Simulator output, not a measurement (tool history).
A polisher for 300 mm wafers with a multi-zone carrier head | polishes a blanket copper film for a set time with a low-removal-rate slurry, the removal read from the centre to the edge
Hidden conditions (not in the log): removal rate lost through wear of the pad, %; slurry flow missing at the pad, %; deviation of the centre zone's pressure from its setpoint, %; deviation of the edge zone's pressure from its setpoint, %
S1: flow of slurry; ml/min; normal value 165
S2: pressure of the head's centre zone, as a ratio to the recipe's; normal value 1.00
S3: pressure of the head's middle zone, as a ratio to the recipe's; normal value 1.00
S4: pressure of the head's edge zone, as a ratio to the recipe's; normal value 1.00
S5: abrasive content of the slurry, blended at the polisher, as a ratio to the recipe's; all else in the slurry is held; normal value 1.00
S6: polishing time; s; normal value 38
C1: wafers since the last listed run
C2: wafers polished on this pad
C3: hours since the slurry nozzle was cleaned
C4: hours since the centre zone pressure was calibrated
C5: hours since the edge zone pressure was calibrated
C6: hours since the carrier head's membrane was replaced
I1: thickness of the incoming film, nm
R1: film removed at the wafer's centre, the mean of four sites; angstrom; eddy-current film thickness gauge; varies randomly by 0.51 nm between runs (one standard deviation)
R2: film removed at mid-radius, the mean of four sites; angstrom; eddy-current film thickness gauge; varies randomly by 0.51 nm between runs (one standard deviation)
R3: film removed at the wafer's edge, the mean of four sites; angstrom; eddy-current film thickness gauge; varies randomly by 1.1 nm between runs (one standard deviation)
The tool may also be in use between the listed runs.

| run | hour | S1 | S2 | S3 | S4 | S5 | S6 | C1 | C2 | C3 | C4 | C5 | C6 | I1 | R1 | R2 | R3 |
|---|---|---|---|---|---|---|---|---|---|---|---|---|---|---|---|---|---|
| 1 | 0.0 | 165 | 1.07 | 1.00 | 1.00 | 1.00 | 38 | 0 | 1148 | 382.2 | 118.7 | 20.3 | 842.2 | 642.0 | 854 | 793 | 790 |
| 2 | 94.4 | 165 | 1.07 | 1.00 | 1.00 | 1.00 | 38 | 1244 | 2393 | 476.6 | 213.1 | 114.7 | 936.6 | 650.6 | 841 | 774 | 777 |
| 3 | 156.6 | 165 | 1.07 | 1.00 | 1.00 | 1.00 | 38 | 820 | 3213 | 538.8 | 275.3 | 176.9 | 998.8 | 641.8 | 809 | 758 | 742 |
|  | 179.6 | worn pad replaced by a new one |
|  | 223.7 | slurry nozzle cleaned |
| 4 | 247.0 | 165 | 1.00 | 1.00 | 1.03 | 1.00 | 38 | 1126 | 876 | 23.3 | 365.7 | 267.3 | 1089.2 | 646.3 | 795 | 807 | 800 |
|  | 256.7 | centre zone pressure recalibrated |
| 5 | 362.8 | 165 | 1.00 | 1.00 | 1.03 | 1.00 | 38 | 1500 | 2376 | 139.1 | 106.1 | 383.1 | 1205.0 | 648.3 | 781 | 774 | 795 |
| 6 | 448.8 | 165 | 1.00 | 1.00 | 1.00 | 1.00 | 38 | 1134 | 3510 | 225.1 | 192.1 | 469.1 | 1291.0 | 659.4 | 742 | 742 | 746 |
|  | 462.4 | edge zone pressure recalibrated |
|  | 508.6 | worn pad replaced by a new one |
| 7 | 526.8 | 165 | 1.00 | 1.00 | 1.00 | 1.00 | 38 | 949 | 239 | 303.1 | 270.1 | 64.4 | 1369.0 | 648.4 | 794 | 797 | 819 |
| 8 | 593.6 | 165 | 1.00 | 1.00 | 1.00 | 1.00 | 38 | 880 | 1120 | 369.9 | 336.9 | 131.2 | 1435.8 | 650.6 | 796 | 797 | 806 |
| 9 | 635.2 | 165 | 1.00 | 1.00 | 1.00 | 1.00 | 38 | 548 | 1668 | 411.5 | 378.5 | 172.8 | 1477.4 | 651.8 | 791 | 789 | 785 |
|  | 671.5 | centre zone pressure recalibrated |
| 10 | 672.8 | 165 | 0.91 | 1.00 | 1.00 | 1.00 | 38 | 469 | 2138 | 449.1 | 1.3 | 210.4 | 1515.0 | 646.0 | 719 | 782 | 775 |
| 11 | 730.7 | 165 | 1.05 | 1.00 | 1.00 | 1.00 | 38 | 763 | 2901 | 507.0 | 59.2 | 268.3 | 1572.9 | 650.6 | 807 | 758 | 751 |
|  | 779.0 | worn pad replaced by a new one |
| 12 | 788.8 | 165 | 1.00 | 1.11 | 0.91 | 1.25 | 38 | 713 | 129 | 565.1 | 117.3 | 326.4 | 1631.0 | 642.2 | 840 | 912 | 804 |
|  | 841.1 | slurry nozzle cleaned |
|  | 882.3 | edge zone pressure recalibrated |
| 13 | 888.2 | 165 | 1.00 | 1.00 | 1.03 | 1.00 | 38 | 1271 | 1401 | 47.1 | 216.7 | 5.9 | 1730.4 | 659.5 | 801 | 792 | 810 |
| 14 | 987.0 | 165 | 1.00 | 1.00 | 1.00 | 1.00 | 38 | 1302 | 2703 | 145.9 | 315.5 | 104.7 | 1829.2 | 658.0 | 770 | 756 | 771 |
|  | 1063.2 | centre zone pressure recalibrated |
| 15 | 1063.5 | 165 | 1.00 | 1.00 | 1.08 | 1.00 | 38 | 982 | 3686 | 222.4 | 0.3 | 181.2 | 1905.7 | 656.2 | 749 | 736 | 775 |
|  | 1108.8 | worn pad replaced by a new one |
|  | 1121.8 | carrier head's membrane replaced by a new one |
| 16 | 1168.5 | 165 | 1.00 | 1.00 | 0.93 | 0.85 | 38 | 1265 | 720 | 327.4 | 105.3 | 286.2 | 46.7 | 644.6 | 775 | 768 | 749 |
| 17 | 1266.6 | 130 | 1.00 | 1.04 | 0.91 | 0.85 | 38 | 1293 | 2014 | 425.5 | 203.4 | 384.3 | 144.8 | 650.8 | 716 | 739 | 678 |
|  | 1352.2 | slurry nozzle cleaned |
| 18 | 1356.6 | 195 | 1.00 | 1.00 | 1.00 | 1.00 | 38 | 1173 | 3188 | 4.4 | 293.4 | 474.3 | 234.8 | 650.4 | 787 | 776 | 767 |
|  | 1404.6 | edge zone pressure recalibrated |
|  | 1425.0 | worn pad replaced by a new one |
| 19 | 1439.8 | 165 | 1.00 | 1.00 | 1.00 | 1.00 | 38 | 1018 | 195 | 87.6 | 376.6 | 35.2 | 318.0 | 660.3 | 805 | 804 | 811 |

Branching from run 19: 4 alternative next runs. What would each branch give?
| A | 1440.2 | 165 | 1.00 | 1.00 | 1.00 | 1.00 | 38 | 5 | 200 | 88.0 | 377.0 | 35.6 | 318.4 | 640.8 | ? | ? | ? |
| B | 1440.2 | 165 | 1.00 | 1.00 | 1.00 | 1.20 | 38 | 5 | 200 | 88.0 | 377.0 | 35.6 | 318.4 | 640.8 | ? | ? | ? |
| C | 1440.2 | 115 | 1.00 | 1.00 | 1.00 | 1.00 | 38 | 5 | 200 | 88.0 | 377.0 | 35.6 | 318.4 | 640.8 | ? | ? | ? |
| D | 1440.2 | 165 | 0.90 | 1.00 | 1.00 | 1.25 | 38 | 5 | 200 | 88.0 | 377.0 | 35.6 | 318.4 | 640.8 | ? | ? | ? |

| run | R1 | R2 | R3 |
|---|---|---|---|
| A | 803 | 797 | 790 |
| B | 838 | 831 | 824 |
| C | 728 | 731 | 743 |
| D | 761 | 839 | 831 |
What these runs would have given with no unlogged condition in the tool:
| run | R1 | R2 | R3 |
|---|---|---|---|
| A | 806 | 799 | 792 |
| B | 840 | 833 | 826 |
| C | 731 | 733 | 745 |
| D | 763 | 842 | 834 |

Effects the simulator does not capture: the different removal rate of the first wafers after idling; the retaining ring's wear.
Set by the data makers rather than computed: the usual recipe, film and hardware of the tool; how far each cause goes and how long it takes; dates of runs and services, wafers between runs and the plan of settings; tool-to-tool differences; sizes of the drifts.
